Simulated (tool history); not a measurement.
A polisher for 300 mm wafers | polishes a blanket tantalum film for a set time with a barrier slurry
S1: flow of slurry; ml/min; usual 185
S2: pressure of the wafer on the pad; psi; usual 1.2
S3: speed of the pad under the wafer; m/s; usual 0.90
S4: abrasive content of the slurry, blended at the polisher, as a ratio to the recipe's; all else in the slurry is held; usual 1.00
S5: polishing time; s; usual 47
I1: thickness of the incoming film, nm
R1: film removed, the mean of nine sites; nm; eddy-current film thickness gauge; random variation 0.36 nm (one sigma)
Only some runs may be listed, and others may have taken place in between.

run      day   S1   S2    S3    S4  S5     I1    R1
  1    0.000  185  1.3  0.90  1.00  47  378.4  40.4
  2    3.504  200  1.2  0.90  0.75  47  377.5  35.7
  3    5.192  185  1.0  0.90  1.15  47  379.1  33.3
  4    9.662  185  1.2  0.90  1.00  47  376.3  37.2
  5   13.725  185  1.2  0.90  1.00  47  380.0  35.0
  6   17.338  185  1.2  0.90  1.00  47  380.0  34.1
  7   20.483  185  1.2  0.90  1.00  47  374.5  33.7
  8   23.904  185  1.2  0.90  1.00  47  379.7  33.2
  9   26.688  215  1.2  0.90  0.90  47  387.1  33.0
 10   29.625  215  1.2  0.90  0.90  47  379.0  33.3
 11   32.104  215  1.2  0.90  0.90  47  380.8  32.5
 12   35.800  185  1.2  0.90  1.00  47  376.8  32.2
 13   40.062  185  1.2  0.90  1.00  47  380.8  38.2
 14   44.521  185  1.2  0.90  1.00  47  389.0  37.5
 15   48.175  185  1.2  0.90  1.00  47  379.0  38.2
 16   50.604  185  1.1  1.10  0.75  47  387.3  39.9
 17   54.033  185  1.2  0.90  1.00  47  378.8  37.6
 18   56.250  185  1.2  1.06  1.10  51  378.9  49.1
 19   58.612  185  1.2  0.90  1.00  47  380.6  37.7
 20   61.533  185  1.2  0.66  1.00  47  380.5  27.3
 21   72.750  185  1.2  1.06  1.00  34  383.4  32.9
 22   74.967  185  1.2  0.90  0.75  47  385.0  35.7
 23   78.346  150  1.0  0.90  1.25  36  373.7  25.4
 24   81.996  185  1.2  0.90  1.00  47  381.7  38.0
 25   86.208  185  1.2  1.12  0.75  47  374.1  43.2
 26   90.108  185  1.2  0.78  1.00  33  380.5  22.2
 27   92.858  125  1.2  0.90  0.85  47  383.1  32.9
 28   94.358  185  1.2  0.90  1.00  38  382.5  29.9
 29   97.200  245  1.2  0.90  1.15  47  377.0  40.8
 30   98.904  185  1.2  0.90  1.00  47  377.9  37.1
 31  100.438  210  1.2  0.90  0.90  47  385.3  36.9

Removed from this log: 14 entries logged between the listed runs. Between which two listed runs does each belong, and how does the tool's hidden state at the listed run before it compare with that at the listed run after it?
Between runs 2 and 3: worn pad replaced by a new one (day 4.021)
  slurry flow missing at the pad, %: 18.7 -> 19.3
  difference, measured minus the result without the unlogged condition, R1: -1.2 -> -1.3 nm
Between runs 4 and 5: slurry nozzle cleaned (day 13.021)
  slurry flow missing at the pad, %: 20.4 -> 36.1
  difference, measured minus the result without the unlogged condition, R1: -1.5 -> -3.4 nm
Between runs 6 and 7: slurry blender recalibrated (day 19.967)
  slurry flow missing at the pad, %: 41.3 -> 44.6
  difference, measured minus the result without the unlogged condition, R1: -4.2 -> -4.8 nm
Between runs 8 and 9: worn pad replaced by a new one (day 24.354)
  slurry flow missing at the pad, %: 47.2 -> 48.8
  difference, measured minus the result without the unlogged condition, R1: -5.3 -> -4.9 nm
Between runs 11 and 12: head pressure recalibrated (day 35.121)
  slurry flow missing at the pad, %: 50.8 -> 51.7
  difference, measured minus the result without the unlogged condition, R1: -5.3 -> -6.3 nm
Between runs 12 and 13: slurry nozzle cleaned, repeated, since the last time left the tool worse (day 37.546); slurry blender recalibrated (day 40.029)
  slurry flow missing at the pad, %: 51.7 -> 4.27
  difference, measured minus the result without the unlogged condition, R1: -6.3 -> -0.3 nm
Between runs 13 and 14: worn pad replaced by a new one (day 44.333)
  slurry flow missing at the pad, %: 4.27 -> 9.49
  difference, measured minus the result without the unlogged condition, R1: -0.3 -> -0.6 nm
Between runs 20 and 21: slurry blender recalibrated (day 63.608); worn pad replaced by a new one (day 65.717); slurry nozzle cleaned (day 72.358)
  slurry flow missing at the pad, %: 17.3 -> 0.902
  difference, measured minus the result without the unlogged condition, R1: -0.9 -> -0.1 nm
Between runs 23 and 24: head pressure recalibrated (day 78.638)
  slurry flow missing at the pad, %: 8.54 -> 11.7
  difference, measured minus the result without the unlogged condition, R1: -0.5 -> -0.8 nm
Between runs 24 and 25: slurry blender recalibrated (day 84.792); worn pad replaced by a new one (day 85.929)
  slurry flow missing at the pad, %: 11.7 -> 14.2
  difference, measured minus the result without the unlogged condition, R1: -0.8 -> -1.2 nm
